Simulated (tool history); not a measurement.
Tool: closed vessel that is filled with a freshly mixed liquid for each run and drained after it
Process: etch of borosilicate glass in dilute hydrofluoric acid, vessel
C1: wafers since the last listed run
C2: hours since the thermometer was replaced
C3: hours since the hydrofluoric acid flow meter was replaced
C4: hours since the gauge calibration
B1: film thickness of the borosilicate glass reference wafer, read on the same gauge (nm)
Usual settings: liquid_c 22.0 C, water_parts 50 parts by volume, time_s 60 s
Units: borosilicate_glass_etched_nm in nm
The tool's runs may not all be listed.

run 1 day=0.000 | liquid_c=22.0 water_parts=50 time_s=60 | C1=0 C2=1083.6 C3=667.8 C4=152.8 | B1=69.99 | borosilicate_glass_etched_nm=28.86
run 2 day=0.546 | liquid_c=22.0 water_parts=50 time_s=60 | C1=1906 C2=1096.7 C3=680.9 C4=165.9 | B1=70.00 | borosilicate_glass_etched_nm=28.95
run 3 day=2.025 | liquid_c=22.0 water_parts=50 time_s=60 | C1=5167 C2=1132.2 C3=716.4 C4=201.4 | B1=70.00 | borosilicate_glass_etched_nm=28.93
run 4 day=3.146 | liquid_c=22.0 water_parts=50 time_s=60 | C1=3915 C2=1159.1 C3=743.3 C4=228.3 | B1=69.98 | borosilicate_glass_etched_nm=29.12
run 5 day=3.850 | liquid_c=22.0 water_parts=50 time_s=40 | C1=2460 C2=1176.0 C3=760.2 C4=245.2 | B1=70.03 | borosilicate_glass_etched_nm=19.35
run 6 day=4.979 | liquid_c=22.0 water_parts=50 time_s=40 | C1=3944 C2=1203.1 C3=787.3 C4=272.3 | B1=69.99 | borosilicate_glass_etched_nm=19.36
run 7 day=5.542 | liquid_c=22.0 water_parts=50 time_s=60 | C1=1965 C2=1216.6 C3=800.8 C4=285.8 | B1=69.99 | borosilicate_glass_etched_nm=28.97
-- day=5.725 gauge calibrated
run 8 day=6.379 | liquid_c=22.0 water_parts=50 time_s=60 | C1=2925 C2=1236.7 C3=820.9 C4=15.7 | B1=69.98 | borosilicate_glass_etched_nm=29.13
run 9 day=7.271 | liquid_c=27.0 water_parts=35 time_s=75 | C1=3115 C2=1258.1 C3=842.3 C4=37.1 | B1=70.02 | borosilicate_glass_etched_nm=65.17
run 10 day=8.121 | liquid_c=23.5 water_parts=60 time_s=30 | C1=2969 C2=1278.5 C3=862.7 C4=57.5 | B1=69.97 | borosilicate_glass_etched_nm=12.71
-- day=9.362 thermometer replaced
run 11 day=9.421 | liquid_c=22.0 water_parts=55 time_s=90 | C1=4396 C2=1.4 C3=893.9 C4=88.7 | B1=70.00 | borosilicate_glass_etched_nm=35.75
-- day=10.067 hydrofluoric acid flow meter replaced
run 12 day=10.088 | liquid_c=22.0 water_parts=50 time_s=60 | C1=2183 C2=17.4 C3=0.5 C4=104.7 | B1=69.98 | borosilicate_glass_etched_nm=26.58
run 13 day=11.379 | liquid_c=20.5 water_parts=50 time_s=60 | C1=4512 C2=48.4 C3=31.5 C4=135.7 | B1=69.99 | borosilicate_glass_etched_nm=25.01
run 14 day=12.604 | liquid_c=17.5 water_parts=60 time_s=35 | C1=4279 C2=77.8 C3=60.9 C4=165.1 | B1=70.01 | borosilicate_glass_etched_nm=10.57
run 15 day=13.550 | liquid_c=22.0 water_parts=40 time_s=30 | C1=3304 C2=100.5 C3=83.6 C4=187.8 | B1=70.03 | borosilicate_glass_etched_nm=16.88

4 ways to go on from here, each from the tool as it stands after run 15. What would each give?
run A day=13.579 | liquid_c=22.0 water_parts=50 time_s=60 | C1=101 C2=101.2 C3=84.3 C4=188.5 | B1=? | borosilicate_glass_etched_nm=?
run B day=13.579 | liquid_c=22.0 water_parts=60 time_s=60 | C1=101 C2=101.2 C3=84.3 C4=188.5 | B1=? | borosilicate_glass_etched_nm=?
run C day=13.579 | liquid_c=26.0 water_parts=30 time_s=60 | C1=101 C2=101.2 C3=84.3 C4=188.5 | B1=? | borosilicate_glass_etched_nm=?
run D day=13.579 | liquid_c=22.0 water_parts=35 time_s=60 | C1=101 C2=101.2 C3=84.3 C4=188.5 | B1=? | borosilicate_glass_etched_nm=?

run=A B1=70.01 borosilicate_glass_etched_nm=26.66
run=B B1=70.01 borosilicate_glass_etched_nm=21.94
run=C B1=70.01 borosilicate_glass_etched_nm=53.87
run=D B1=70.01 borosilicate_glass_etched_nm=38.82
Without the tool's hidden state the same runs would have given:
run=A borosilicate_glass_etched_nm=26.37
run=B borosilicate_glass_etched_nm=21.70
run=C borosilicate_glass_etched_nm=53.29
run=D borosilicate_glass_etched_nm=38.39

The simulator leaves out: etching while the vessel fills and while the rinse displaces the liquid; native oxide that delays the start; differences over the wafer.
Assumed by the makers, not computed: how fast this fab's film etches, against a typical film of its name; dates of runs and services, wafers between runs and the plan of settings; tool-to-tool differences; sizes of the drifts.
